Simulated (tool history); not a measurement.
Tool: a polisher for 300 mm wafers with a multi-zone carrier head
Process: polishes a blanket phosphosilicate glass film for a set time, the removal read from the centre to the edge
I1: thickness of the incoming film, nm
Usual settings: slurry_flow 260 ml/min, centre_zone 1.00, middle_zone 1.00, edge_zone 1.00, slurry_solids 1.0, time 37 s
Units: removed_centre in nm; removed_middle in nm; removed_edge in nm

{"run": 1, "hour": 0.0, "slurry_flow": 260, "centre_zone": 1.0, "middle_zone": 1.0, "edge_zone": 1.0, "slurry_solids": 1.0, "time": 37, "I1": 2296.2, "removed_centre": 384.4, "removed_middle": 377.9, "removed_edge": 390.0}
{"hour": 38.4, "done": "slurry nozzle cleaned"}
{"run": 2, "hour": 76.9, "slurry_flow": 260, "centre_zone": 1.0, "middle_zone": 1.0, "edge_zone": 1.0, "slurry_solids": 1.0, "time": 37, "I1": 2267.3, "removed_centre": 397.3, "removed_middle": 394.6, "removed_edge": 404.7}
{"run": 3, "hour": 175.7, "slurry_flow": 260, "centre_zone": 1.0, "middle_zone": 1.0, "edge_zone": 1.0, "slurry_solids": 1.0, "time": 37, "I1": 2296.0, "removed_centre": 394.4, "removed_middle": 385.4, "removed_edge": 397.0}
{"run": 4, "hour": 233.1, "slurry_flow": 260, "centre_zone": 1.0, "middle_zone": 1.0, "edge_zone": 1.0, "slurry_solids": 1.0, "time": 37, "I1": 2271.1, "removed_centre": 400.9, "removed_middle": 388.5, "removed_edge": 393.9}
{"hour": 263.1, "done": "worn pad replaced by a new one"}
{"hour": 270.0, "done": "edge zone pressure recalibrated"}
{"run": 5, "hour": 305.4, "slurry_flow": 260, "centre_zone": 1.0, "middle_zone": 1.0, "edge_zone": 1.0, "slurry_solids": 1.0, "time": 37, "I1": 2250.0, "removed_centre": 395.3, "removed_middle": 385.7, "removed_edge": 394.8}
{"run": 6, "hour": 359.9, "slurry_flow": 260, "centre_zone": 1.0, "middle_zone": 1.0, "edge_zone": 1.0, "slurry_solids": 1.0, "time": 37, "I1": 2247.5, "removed_centre": 395.3, "removed_middle": 386.2, "removed_edge": 398.3}
{"hour": 451.4, "done": "centre zone pressure recalibrated"}
{"run": 7, "hour": 461.5, "slurry_flow": 260, "centre_zone": 1.0, "middle_zone": 1.0, "edge_zone": 1.0, "slurry_solids": 1.0, "time": 37, "I1": 2289.7, "removed_centre": 393.3, "removed_middle": 383.0, "removed_edge": 393.8}
{"hour": 501.7, "done": "slurry nozzle cleaned"}
{"run": 8, "hour": 535.6, "slurry_flow": 260, "centre_zone": 1.0, "middle_zone": 1.0, "edge_zone": 1.0, "slurry_solids": 1.0, "time": 37, "I1": 2255.1, "removed_centre": 380.7, "removed_middle": 366.6, "removed_edge": 376.0}
{"hour": 541.0, "done": "worn pad replaced by a new one"}
{"run": 9, "hour": 630.5, "slurry_flow": 260, "centre_zone": 1.0, "middle_zone": 1.0, "edge_zone": 1.04, "slurry_solids": 1.0, "time": 37, "I1": 2239.1, "removed_centre": 380.4, "removed_middle": 363.9, "removed_edge": 388.0}
{"run": 10, "hour": 686.2, "slurry_flow": 260, "centre_zone": 1.0, "middle_zone": 1.0, "edge_zone": 1.04, "slurry_solids": 1.0, "time": 37, "I1": 2242.6, "removed_centre": 369.8, "removed_middle": 364.6, "removed_edge": 385.3}
{"run": 11, "hour": 725.5, "slurry_flow": 260, "centre_zone": 1.09, "middle_zone": 0.9, "edge_zone": 1.08, "slurry_solids": 0.8, "time": 37, "I1": 2258.8, "removed_centre": 369.1, "removed_middle": 298.5, "removed_edge": 359.1}
{"run": 12, "hour": 764.8, "slurry_flow": 260, "centre_zone": 0.93, "middle_zone": 0.9, "edge_zone": 1.0, "slurry_solids": 0.8, "time": 43, "I1": 2266.3, "removed_centre": 358.8, "removed_middle": 347.8, "removed_edge": 404.9}
{"hour": 800.8, "done": "worn pad replaced by a new one"}
{"hour": 814.7, "done": "slurry nozzle cleaned, repeated, since the last time left the tool worse"}
{"hour": 890.1, "done": "carrier head's membrane replaced by a new one"}
{"hour": 907.6, "done": "edge zone pressure recalibrated"}
{"run": 13, "hour": 955.2, "slurry_flow": 260, "centre_zone": 1.0, "middle_zone": 1.09, "edge_zone": 1.0, "slurry_solids": 1.0, "time": 37, "I1": 2238.9, "removed_centre": 397.5, "removed_middle": 420.6, "removed_edge": 394.6}
{"run": 14, "hour": 1003.0, "slurry_flow": 260, "centre_zone": 1.0, "middle_zone": 1.0, "edge_zone": 1.0, "slurry_solids": 1.0, "time": 37, "I1": 2237.2, "removed_centre": 389.5, "removed_middle": 386.8, "removed_edge": 400.7}
{"hour": 1053.6, "done": "worn pad replaced by a new one"}
{"run": 15, "hour": 1068.9, "slurry_flow": 330, "centre_zone": 0.89, "middle_zone": 1.0, "edge_zone": 0.92, "slurry_solids": 1.0, "time": 26, "I1": 2206.1, "removed_centre": 253.1, "removed_middle": 278.3, "removed_edge": 272.3}
{"run": 16, "hour": 1122.6, "slurry_flow": 225, "centre_zone": 1.0, "middle_zone": 1.0, "edge_zone": 1.0, "slurry_solids": 1.0, "time": 37, "I1": 2241.1, "removed_centre": 388.6, "removed_middle": 379.3, "removed_edge": 388.5}
{"run": 17, "hour": 1188.7, "slurry_flow": 345, "centre_zone": 1.0, "middle_zone": 1.0, "edge_zone": 1.0, "slurry_solids": 1.0, "time": 37, "I1": 2268.5, "removed_centre": 403.9, "removed_middle": 390.5, "removed_edge": 399.0}
{"run": 18, "hour": 1248.6, "slurry_flow": 260, "centre_zone": 1.0, "middle_zone": 1.0, "edge_zone": 1.04, "slurry_solids": 1.0, "time": 37, "I1": 2252.9, "removed_centre": 387.1, "removed_middle": 377.1, "removed_edge": 401.6}
{"run": 19, "hour": 1291.1, "slurry_flow": 320, "centre_zone": 1.0, "middle_zone": 1.0, "edge_zone": 1.0, "slurry_solids": 1.0, "time": 44, "I1": 2227.9, "removed_centre": 475.4, "removed_middle": 463.8, "removed_edge": 472.6}
{"hour": 1297.9, "done": "worn pad replaced by a new one"}
{"hour": 1334.7, "done": "slurry nozzle cleaned"}
{"run": 20, "hour": 1393.4, "slurry_flow": 260, "centre_zone": 1.0, "middle_zone": 1.0, "edge_zone": 1.0, "slurry_solids": 1.0, "time": 37, "I1": 2235.4, "removed_centre": 396.7, "removed_middle": 385.7, "removed_edge": 400.7}
{"run": 21, "hour": 1433.3, "slurry_flow": 200, "centre_zone": 1.0, "middle_zone": 1.09, "edge_zone": 1.0, "slurry_solids": 1.0, "time": 37, "I1": 2294.5, "removed_centre": 385.2, "removed_middle": 409.0, "removed_edge": 394.6}

3 ways to go on from here, each from the tool as it stands after run 21. What would each give?
{"run": "A", "hour": 1433.7, "slurry_flow": 260, "centre_zone": 1.0, "middle_zone": 1.0, "edge_zone": 1.0, "slurry_solids": 0.8, "time": 37, "I1": 2236.4, "removed_centre": "?", "removed_middle": "?", "removed_edge": "?"}
{"run": "B", "hour": 1433.7, "slurry_flow": 260, "centre_zone": 1.0, "middle_zone": 1.03, "edge_zone": 1.0, "slurry_solids": 1.0, "time": 37, "I1": 2236.4, "removed_centre": "?", "removed_middle": "?", "removed_edge": "?"}
{"run": "C", "hour": 1433.7, "slurry_flow": 260, "centre_zone": 1.05, "middle_zone": 0.92, "edge_zone": 1.06, "slurry_solids": 1.0, "time": 37, "I1": 2236.4, "removed_centre": "?", "removed_middle": "?", "removed_edge": "?"}

run=A removed_centre=362.5 removed_middle=356.2 removed_edge=362.7
run=B removed_centre=396.6 removed_middle=399.4 removed_edge=396.6
run=C removed_centre=416.3 removed_middle=363.1 removed_edge=408.7
Without the tool's hidden state the same runs would have given:
run=A removed_centre=364.3 removed_middle=357.8 removed_edge=364.0
run=B removed_centre=398.6 removed_middle=401.3 removed_edge=398.0
run=C removed_centre=418.4 removed_middle=364.8 removed_edge=410.1
